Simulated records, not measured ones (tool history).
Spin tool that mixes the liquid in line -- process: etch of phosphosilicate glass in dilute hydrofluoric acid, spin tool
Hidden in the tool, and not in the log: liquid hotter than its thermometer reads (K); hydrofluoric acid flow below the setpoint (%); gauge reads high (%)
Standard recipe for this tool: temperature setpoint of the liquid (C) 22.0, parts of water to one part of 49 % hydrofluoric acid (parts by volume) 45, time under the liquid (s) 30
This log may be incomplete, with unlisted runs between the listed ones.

| run | hour | temperature setpoint of the liquid (C) | parts of water to one part of 49 % hydrofluoric acid (parts by volume) | time under the liquid (s) | wafers since the last listed run | hours since the thermometer was replaced | hours since the hydrofluoric acid flow meter was replaced | hours since the gauge calibration | read-back film thickness of the phosphosilicate glass reference wafer, read on the same gauge (nm) | thickness taken off the phosphosilicate glass on a monitor wafer (Å) |
|---|---|---|---|---|---|---|---|---|---|---|
| 1 | 0.0 | 22.0 | 45 | 30 | 0 | 2290.7 | 820.7 | 83.9 | 30.00 | 942.2 |
| 2 | 7.7 | 22.0 | 45 | 30 | 157 | 2298.4 | 828.4 | 91.6 | 30.00 | 942.2 |
| 3 | 18.5 | 22.0 | 45 | 30 | 221 | 2309.2 | 839.2 | 102.4 | 30.00 | 939.1 |
| 4 | 27.9 | 20.5 | 45 | 30 | 192 | 2318.6 | 848.6 | 111.8 | 30.02 | 886.7 |
| 5 | 41.9 | 22.0 | 45 | 30 | 287 | 2332.6 | 862.6 | 125.8 | 30.04 | 945.6 |
| 6 | 49.8 | 22.0 | 45 | 30 | 162 | 2340.5 | 870.5 | 133.7 | 30.03 | 939.8 |
|  | 52.4 | gauge calibrated |
| 7 | 61.9 | 22.0 | 45 | 20 | 248 | 2352.6 | 882.6 | 9.5 | 30.02 | 625.1 |
| 8 | 71.6 | 19.0 | 45 | 30 | 198 | 2362.3 | 892.3 | 19.2 | 30.03 | 828.6 |
| 9 | 81.6 | 19.0 | 45 | 30 | 205 | 2372.3 | 902.3 | 29.2 | 30.04 | 825.5 |
| 10 | 97.1 | 19.0 | 45 | 30 | 317 | 2387.8 | 917.8 | 44.7 | 29.99 | 828.8 |
| 11 | 107.2 | 19.0 | 55 | 30 | 207 | 2397.9 | 927.9 | 54.8 | 30.00 | 671.6 |
|  | 113.8 | thermometer replaced |
| 12 | 124.0 | 22.0 | 45 | 35 | 324 | 10.2 | 944.7 | 71.6 | 29.97 | 982.1 |
| 13 | 130.1 | 22.0 | 25 | 30 | 125 | 16.3 | 950.8 | 77.7 | 29.99 | 1552.9 |
| 14 | 147.5 | 22.0 | 55 | 35 | 356 | 33.7 | 968.2 | 95.1 | 30.00 | 789.2 |
| 15 | 162.7 | 22.0 | 45 | 30 | 311 | 48.9 | 983.4 | 110.3 | 29.99 | 833.8 |
|  | 171.2 | gauge calibrated |
| 16 | 173.3 | 17.5 | 45 | 40 | 217 | 59.5 | 994.0 | 2.1 | 30.01 | 923.1 |
|  | 187.3 | hydrofluoric acid flow meter replaced |
| 17 | 196.8 | 17.5 | 45 | 50 | 461 | 83.0 | 9.5 | 25.6 | 29.97 | 1294.5 |
| 18 | 211.4 | 22.0 | 45 | 35 | 299 | 97.6 | 24.1 | 40.2 | 29.99 | 1097.5 |
| 19 | 229.2 | 24.5 | 55 | 25 | 365 | 115.4 | 41.9 | 58.0 | 29.99 | 704.5 |
| 20 | 241.5 | 19.5 | 60 | 25 | 252 | 127.7 | 54.2 | 70.3 | 29.96 | 519.8 |
| 21 | 255.5 | 22.0 | 45 | 15 | 287 | 141.7 | 68.2 | 84.3 | 30.02 | 469.3 |

Branching from run 21: 3 alternative next runs. What would each branch give?
| A | 255.9 | 22.0 | 45 | 50 | 8 | 142.1 | 68.6 | 84.7 | ? | ? |
| B | 255.9 | 24.5 | 30 | 15 | 8 | 142.1 | 68.6 | 84.7 | ? | ? |
| C | 255.9 | 19.5 | 60 | 30 | 8 | 142.1 | 68.6 | 84.7 | ? | ? |

| run | read-back film thickness of the phosphosilicate glass reference wafer, read on the same gauge (nm) | thickness taken off the phosphosilicate glass on a monitor wafer (Å) |
|---|---|---|
| A | 29.97 | 1565.6 |
| B | 29.97 | 797.9 |
| C | 29.97 | 622.5 |
With no hidden state in the tool, these same runs would have given:
| run | thickness taken off the phosphosilicate glass on a monitor wafer (Å) |
|---|---|
| A | 1555.7 |
| B | 792.7 |
| C | 618.6 |

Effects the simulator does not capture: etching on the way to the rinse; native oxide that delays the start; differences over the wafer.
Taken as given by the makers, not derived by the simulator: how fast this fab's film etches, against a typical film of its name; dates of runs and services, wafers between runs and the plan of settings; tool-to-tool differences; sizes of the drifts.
